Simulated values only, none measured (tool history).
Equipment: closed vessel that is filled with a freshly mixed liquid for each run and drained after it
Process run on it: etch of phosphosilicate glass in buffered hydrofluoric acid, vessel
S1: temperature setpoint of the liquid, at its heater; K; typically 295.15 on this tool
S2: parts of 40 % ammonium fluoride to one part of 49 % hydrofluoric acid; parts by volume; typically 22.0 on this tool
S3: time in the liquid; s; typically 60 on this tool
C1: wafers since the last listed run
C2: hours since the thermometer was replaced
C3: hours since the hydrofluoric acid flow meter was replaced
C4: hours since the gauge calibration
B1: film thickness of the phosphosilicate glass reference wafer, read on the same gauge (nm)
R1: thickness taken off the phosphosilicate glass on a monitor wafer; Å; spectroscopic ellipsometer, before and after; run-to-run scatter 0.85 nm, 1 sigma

{"run": 1, "day": 0.0, "S1": 295.15, "S2": 22.0, "S3": 60, "C1": 0, "C2": 763.7, "C3": 1302.5, "C4": 1648.1, "B1": 150.01, "R1": 1577.3}
{"run": 2, "day": 1.2, "S1": 298.15, "S2": 22.0, "S3": 60, "C1": 4106, "C2": 792.5, "C3": 1331.3, "C4": 1676.9, "B1": 149.99, "R1": 1850.6}
{"run": 3, "day": 2.379, "S1": 298.15, "S2": 22.0, "S3": 60, "C1": 4035, "C2": 820.8, "C3": 1359.6, "C4": 1705.2, "B1": 150.01, "R1": 1869.4}
{"run": 4, "day": 3.929, "S1": 291.65, "S2": 22.0, "S3": 60, "C1": 5304, "C2": 858.0, "C3": 1396.8, "C4": 1742.4, "B1": 150.0, "R1": 1291.0}
{"day": 5.45, "done": "gauge calibrated"}
{"run": 5, "day": 6.758, "S1": 295.15, "S2": 22.0, "S3": 60, "C1": 9682, "C2": 925.9, "C3": 1464.7, "C4": 31.4, "B1": 149.99, "R1": 1576.2}
{"run": 6, "day": 7.954, "S1": 295.15, "S2": 22.0, "S3": 60, "C1": 4092, "C2": 954.6, "C3": 1493.4, "C4": 60.1, "B1": 149.99, "R1": 1567.0}
{"run": 7, "day": 9.575, "S1": 295.15, "S2": 22.0, "S3": 60, "C1": 5547, "C2": 993.5, "C3": 1532.3, "C4": 99.0, "B1": 149.99, "R1": 1573.6}
{"run": 8, "day": 11.996, "S1": 295.15, "S2": 22.0, "S3": 60, "C1": 8285, "C2": 1051.6, "C3": 1590.4, "C4": 157.1, "B1": 150.01, "R1": 1560.9}
{"run": 9, "day": 17.142, "S1": 295.15, "S2": 22.0, "S3": 60, "C1": 17611, "C2": 1175.1, "C3": 1713.9, "C4": 280.6, "B1": 149.98, "R1": 1593.6}
{"run": 10, "day": 18.938, "S1": 295.15, "S2": 22.0, "S3": 60, "C1": 6146, "C2": 1218.2, "C3": 1757.0, "C4": 323.7, "B1": 149.98, "R1": 1571.4}
{"run": 11, "day": 20.554, "S1": 291.15, "S2": 22.0, "S3": 60, "C1": 5532, "C2": 1257.0, "C3": 1795.8, "C4": 362.5, "B1": 150.02, "R1": 1257.0}
{"day": 21.604, "done": "hydrofluoric acid flow meter replaced"}
{"run": 12, "day": 22.4, "S1": 291.15, "S2": 22.0, "S3": 60, "C1": 6174, "C2": 1301.3, "C3": 19.1, "C4": 406.8, "B1": 149.99, "R1": 1359.8}
{"run": 13, "day": 23.575, "S1": 298.15, "S2": 16.5, "S3": 60, "C1": 4021, "C2": 1329.5, "C3": 47.3, "C4": 435.0, "B1": 149.99, "R1": 2567.4}
{"run": 14, "day": 25.288, "S1": 291.65, "S2": 18.0, "S3": 70, "C1": 5860, "C2": 1370.6, "C3": 88.4, "C4": 476.1, "B1": 149.99, "R1": 1918.2}
{"run": 15, "day": 26.433, "S1": 293.65, "S2": 14.0, "S3": 30, "C1": 3921, "C2": 1398.1, "C3": 115.9, "C4": 503.6, "B1": 150.01, "R1": 1177.1}
{"run": 16, "day": 27.954, "S1": 298.15, "S2": 15.5, "S3": 60, "C1": 5204, "C2": 1434.6, "C3": 152.4, "C4": 540.1, "B1": 150.0, "R1": 2734.5}
{"run": 17, "day": 28.971, "S1": 295.15, "S2": 22.0, "S3": 60, "C1": 3479, "C2": 1459.0, "C3": 176.8, "C4": 564.5, "B1": 149.99, "R1": 1700.7}
{"run": 18, "day": 30.671, "S1": 295.15, "S2": 22.0, "S3": 60, "C1": 5818, "C2": 1499.8, "C3": 217.6, "C4": 605.3, "B1": 149.99, "R1": 1694.4}
{"day": 34.496, "done": "thermometer replaced"}
{"run": 19, "day": 35.808, "S1": 295.15, "S2": 22.0, "S3": 85, "C1": 17440, "C2": 31.5, "C3": 340.9, "C4": 728.6, "B1": 150.01, "R1": 2243.7}
{"run": 20, "day": 37.229, "S1": 296.65, "S2": 30.0, "S3": 60, "C1": 4862, "C2": 65.6, "C3": 375.0, "C4": 762.7, "B1": 150.01, "R1": 1388.4}
{"run": 21, "day": 39.242, "S1": 295.15, "S2": 22.0, "S3": 90, "C1": 6887, "C2": 113.9, "C3": 423.3, "C4": 811.0, "B1": 149.98, "R1": 2410.4}
{"run": 22, "day": 41.662, "S1": 295.15, "S2": 22.0, "S3": 60, "C1": 8285, "C2": 172.0, "C3": 481.4, "C4": 869.1, "B1": 150.0, "R1": 1585.6}
{"run": 23, "day": 43.729, "S1": 295.15, "S2": 22.0, "S3": 60, "C1": 7072, "C2": 221.6, "C3": 531.0, "C4": 918.7, "B1": 150.01, "R1": 1590.6}
{"run": 24, "day": 46.325, "S1": 300.15, "S2": 22.0, "S3": 60, "C1": 8884, "C2": 283.9, "C3": 593.3, "C4": 981.0, "B1": 149.99, "R1": 2086.3}
{"run": 25, "day": 47.671, "S1": 293.65, "S2": 14.0, "S3": 30, "C1": 4605, "C2": 316.2, "C3": 625.6, "C4": 1013.3, "B1": 149.99, "R1": 1095.5}
{"run": 26, "day": 49.8, "S1": 292.65, "S2": 22.0, "S3": 60, "C1": 7286, "C2": 367.3, "C3": 676.7, "C4": 1064.4, "B1": 149.99, "R1": 1382.0}
{"run": 27, "day": 51.262, "S1": 296.65, "S2": 25.0, "S3": 85, "C1": 5005, "C2": 402.4, "C3": 711.8, "C4": 1099.5, "B1": 150.01, "R1": 2263.7}
{"run": 28, "day": 53.742, "S1": 291.65, "S2": 15.5, "S3": 95, "C1": 8484, "C2": 461.9, "C3": 771.3, "C4": 1159.0, "B1": 150.01, "R1": 2788.9}
{"run": 29, "day": 54.846, "S1": 290.65, "S2": 22.0, "S3": 60, "C1": 3778, "C2": 488.4, "C3": 797.8, "C4": 1185.5, "B1": 150.0, "R1": 1226.0}
{"run": 30, "day": 55.983, "S1": 293.65, "S2": 14.0, "S3": 30, "C1": 3892, "C2": 515.7, "C3": 825.1, "C4": 1212.8, "B1": 150.0, "R1": 1101.8}
{"run": 31, "day": 58.562, "S1": 295.15, "S2": 22.0, "S3": 60, "C1": 8826, "C2": 577.6, "C3": 887.0, "C4": 1274.7, "B1": 150.0, "R1": 1588.7}
{"run": 32, "day": 60.6, "S1": 295.15, "S2": 22.0, "S3": 60, "C1": 6973, "C2": 626.5, "C3": 935.9, "C4": 1323.6, "B1": 150.0, "R1": 1591.2}

How the hidden state differs across the entries between the runs, from the last listed run before each to the first after it:
In the gap between runs 4 and 5: gauge calibrated (day 5.450)
  liquid hotter than its thermometer reads (K): 0.833 -> 0.881; hydrofluoric acid flow below the setpoint (%): 8.15 -> 8.47
  the result without the hidden state subtracted from the measured one, R1: -15.3 -> -19.6 Å
In the gap between runs 11 and 12: hydrofluoric acid flow meter replaced (day 21.604)
  liquid hotter than its thermometer reads (K): 1.11 -> 1.15; hydrofluoric acid flow below the setpoint (%): 10 -> 0.213
  the result without the hidden state subtracted from the measured one, R1: -12.9 -> +84.0 Å
In the gap between runs 18 and 19: thermometer replaced (day 34.496)
  liquid hotter than its thermometer reads (K): 1.29 -> 0.148; hydrofluoric acid flow below the setpoint (%): 1.15 -> 1.74
  the result without the hidden state subtracted from the measured one, R1: +103.9 -> -8.4 Å
